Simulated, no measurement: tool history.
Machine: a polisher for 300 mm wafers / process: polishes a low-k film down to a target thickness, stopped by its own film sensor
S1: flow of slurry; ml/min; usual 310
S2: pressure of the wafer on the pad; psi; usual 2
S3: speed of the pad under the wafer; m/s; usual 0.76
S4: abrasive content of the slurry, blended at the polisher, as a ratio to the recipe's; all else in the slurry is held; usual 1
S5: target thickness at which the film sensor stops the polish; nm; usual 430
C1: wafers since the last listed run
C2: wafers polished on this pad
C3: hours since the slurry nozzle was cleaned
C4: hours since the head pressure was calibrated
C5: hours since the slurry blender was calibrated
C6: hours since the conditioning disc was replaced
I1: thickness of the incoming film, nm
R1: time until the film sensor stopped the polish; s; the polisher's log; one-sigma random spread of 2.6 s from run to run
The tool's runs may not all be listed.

{"run": 1, "hour": 0.0, "S1": 310, "S2": 2, "S3": 0.76, "S4": 1, "S5": 418, "C1": 0, "C2": 932, "C3": 40.1, "C4": 1114.7, "C5": 232.1, "C6": 8.6, "I1": 477.9, "R1": 160.2}
{"run": 2, "hour": 17.4, "S1": 310, "S2": 2, "S3": 0.76, "S4": 1, "S5": 418, "C1": 146, "C2": 1078, "C3": 57.5, "C4": 1132.1, "C5": 249.5, "C6": 26, "I1": 476.9, "R1": 159.9}
{"run": 3, "hour": 32.2, "S1": 270, "S2": 2, "S3": 0.68, "S4": 1, "S5": 430, "C1": 124, "C2": 1203, "C3": 72.3, "C4": 1146.9, "C5": 264.3, "C6": 40.8, "I1": 477.3, "R1": 140.1}
{"hour": 38.0, "done": "worn pad replaced by a new one"}
{"run": 4, "hour": 40.2, "S1": 270, "S2": 2, "S3": 0.68, "S4": 1, "S5": 430, "C1": 33, "C2": 18, "C3": 80.3, "C4": 1154.9, "C5": 272.3, "C6": 48.8, "I1": 479.7, "R1": 149}
{"hour": 49.4, "done": "slurry blender recalibrated"}
{"run": 5, "hour": 79.9, "S1": 310, "S2": 2, "S3": 0.76, "S4": 1, "S5": 430, "C1": 317, "C2": 336, "C3": 120, "C4": 1194.6, "C5": 30.5, "C6": 88.5, "I1": 483.1, "R1": 142.5}
{"hour": 85.0, "done": "head pressure recalibrated"}
{"run": 6, "hour": 87.0, "S1": 310, "S2": 2, "S3": 0.86, "S4": 1, "S5": 423, "C1": 42, "C2": 379, "C3": 127.1, "C4": 2, "C5": 37.6, "C6": 95.6, "I1": 477, "R1": 140.6}
{"run": 7, "hour": 104.2, "S1": 310, "S2": 2, "S3": 0.76, "S4": 0.7, "S5": 430, "C1": 144, "C2": 524, "C3": 144.3, "C4": 19.2, "C5": 54.8, "C6": 112.8, "I1": 485.6, "R1": 169.8}
{"run": 8, "hour": 113.0, "S1": 310, "S2": 2, "S3": 0.54, "S4": 1, "S5": 446, "C1": 74, "C2": 598, "C3": 153.1, "C4": 28, "C5": 63.6, "C6": 121.6, "I1": 480.1, "R1": 113.7}
{"run": 9, "hour": 124.4, "S1": 310, "S2": 2.3, "S3": 0.96, "S4": 0.75, "S5": 421, "C1": 95, "C2": 694, "C3": 164.5, "C4": 39.4, "C5": 75, "C6": 133, "I1": 470.1, "R1": 118.4}
{"run": 10, "hour": 147.0, "S1": 310, "S2": 1.6, "S3": 0.64, "S4": 1, "S5": 430, "C1": 190, "C2": 884, "C3": 187.1, "C4": 62, "C5": 97.6, "C6": 155.6, "I1": 473.1, "R1": 151.1}
{"hour": 159.2, "done": "worn pad replaced by a new one"}
{"run": 11, "hour": 159.7, "S1": 310, "S2": 2, "S3": 0.76, "S4": 0.85, "S5": 430, "C1": 73, "C2": 3, "C3": 199.8, "C4": 74.7, "C5": 110.3, "C6": 168.3, "I1": 485.2, "R1": 158.9}
{"run": 12, "hour": 175.3, "S1": 310, "S2": 2, "S3": 0.86, "S4": 1, "S5": 440, "C1": 131, "C2": 135, "C3": 215.4, "C4": 90.3, "C5": 125.9, "C6": 183.9, "I1": 478.1, "R1": 99.5}
{"run": 13, "hour": 190.0, "S1": 385, "S2": 1.7, "S3": 0.64, "S4": 0.85, "S5": 430, "C1": 123, "C2": 258, "C3": 230.1, "C4": 105, "C5": 140.6, "C6": 198.6, "I1": 480.4, "R1": 172.9}
{"run": 14, "hour": 201.5, "S1": 310, "S2": 2, "S3": 0.94, "S4": 0.7, "S5": 430, "C1": 96, "C2": 355, "C3": 241.6, "C4": 116.5, "C5": 152.1, "C6": 210.1, "I1": 483.4, "R1": 140.5}
{"run": 15, "hour": 218.8, "S1": 310, "S2": 2, "S3": 0.76, "S4": 1, "S5": 430, "C1": 145, "C2": 501, "C3": 258.9, "C4": 133.8, "C5": 169.4, "C6": 227.4, "I1": 483.1, "R1": 145.6}
{"run": 16, "hour": 231.6, "S1": 310, "S2": 2, "S3": 0.76, "S4": 1.15, "S5": 430, "C1": 107, "C2": 609, "C3": 271.7, "C4": 146.6, "C5": 182.2, "C6": 240.2, "I1": 476.6, "R1": 122.6}
{"run": 17, "hour": 238.3, "S1": 310, "S2": 2.3, "S3": 0.76, "S4": 1.25, "S5": 417, "C1": 56, "C2": 665, "C3": 278.4, "C4": 153.3, "C5": 188.9, "C6": 246.9, "I1": 481.8, "R1": 159.6}
{"hour": 247.4, "done": "conditioning disc replaced and pad reconditioned"}
{"run": 18, "hour": 250.8, "S1": 310, "S2": 2, "S3": 0.76, "S4": 1, "S5": 430, "C1": 88, "C2": 753, "C3": 290.9, "C4": 165.8, "C5": 201.4, "C6": 3.4, "I1": 478.1, "R1": 130}
{"run": 19, "hour": 286.0, "S1": 310, "S2": 2, "S3": 0.96, "S4": 0.85, "S5": 423, "C1": 296, "C2": 1050, "C3": 326.1, "C4": 201, "C5": 236.6, "C6": 38.6, "I1": 482.8, "R1": 150.8}
{"run": 20, "hour": 295.4, "S1": 400, "S2": 2, "S3": 0.84, "S4": 1.2, "S5": 430, "C1": 79, "C2": 1129, "C3": 335.5, "C4": 210.4, "C5": 246, "C6": 48, "I1": 478.7, "R1": 123}
{"hour": 304.5, "done": "worn pad replaced by a new one"}
{"run": 21, "hour": 305.5, "S1": 215, "S2": 2, "S3": 0.76, "S4": 0.7, "S5": 441, "C1": 51, "C2": 8, "C3": 345.6, "C4": 220.5, "C5": 256.1, "C6": 58.1, "I1": 482.3, "R1": 123.9}
{"run": 22, "hour": 319.8, "S1": 310, "S2": 2, "S3": 0.76, "S4": 1, "S5": 416, "C1": 120, "C2": 129, "C3": 359.9, "C4": 234.8, "C5": 270.4, "C6": 72.4, "I1": 482.7, "R1": 187.5}
{"hour": 323.0, "done": "slurry blender recalibrated"}
{"run": 23, "hour": 336.6, "S1": 230, "S2": 1.8, "S3": 0.82, "S4": 1, "S5": 437, "C1": 124, "C2": 253, "C3": 376.7, "C4": 251.6, "C5": 13.6, "C6": 89.2, "I1": 480.8, "R1": 130.4}
{"run": 24, "hour": 348.4, "S1": 395, "S2": 2, "S3": 0.76, "S4": 1.15, "S5": 414, "C1": 99, "C2": 352, "C3": 388.5, "C4": 263.4, "C5": 25.4, "C6": 101, "I1": 474.7, "R1": 162}
{"run": 25, "hour": 357.5, "S1": 400, "S2": 2, "S3": 0.84, "S4": 1.2, "S5": 430, "C1": 76, "C2": 429, "C3": 397.6, "C4": 272.5, "C5": 34.5, "C6": 110.1, "I1": 478.1, "R1": 117.7}
{"run": 26, "hour": 364.8, "S1": 310, "S2": 2, "S3": 0.76, "S4": 1, "S5": 430, "C1": 61, "C2": 491, "C3": 404.9, "C4": 279.8, "C5": 41.8, "C6": 117.4, "I1": 473.9, "R1": 119.4}
{"run": 27, "hour": 378.1, "S1": 310, "S2": 1.5, "S3": 0.76, "S4": 1.25, "S5": 430, "C1": 111, "C2": 602, "C3": 418.2, "C4": 293.1, "C5": 55.1, "C6": 130.7, "I1": 475.7, "R1": 138.7}

3 options for the next run, each taken on its own from the tool as it stands now. Forecast them:
{"run": "A", "hour": 378.6, "S1": 310, "S2": 2, "S3": 0.76, "S4": 1, "S5": 430, "C1": 4, "C2": 607, "C3": 418.7, "C4": 293.6, "C5": 55.6, "C6": 131.2, "I1": 487.2, "R1": "?"}
{"run": "B", "hour": 378.6, "S1": 310, "S2": 2, "S3": 0.64, "S4": 1, "S5": 430, "C1": 4, "C2": 607, "C3": 418.7, "C4": 293.6, "C5": 55.6, "C6": 131.2, "I1": 487.2, "R1": "?"}
{"run": "C", "hour": 378.6, "S1": 310, "S2": 1.5, "S3": 0.66, "S4": 0.7, "S5": 430, "C1": 4, "C2": 607, "C3": 418.7, "C4": 293.6, "C5": 55.6, "C6": 131.2, "I1": 487.2, "R1": "?"}

run=A R1=163.4
run=B R1=178.9
run=C R1=225.6
Had the tool no hidden state, the same runs would have come out as:
run=A R1=163.4
run=B R1=178.9
run=C R1=225.6

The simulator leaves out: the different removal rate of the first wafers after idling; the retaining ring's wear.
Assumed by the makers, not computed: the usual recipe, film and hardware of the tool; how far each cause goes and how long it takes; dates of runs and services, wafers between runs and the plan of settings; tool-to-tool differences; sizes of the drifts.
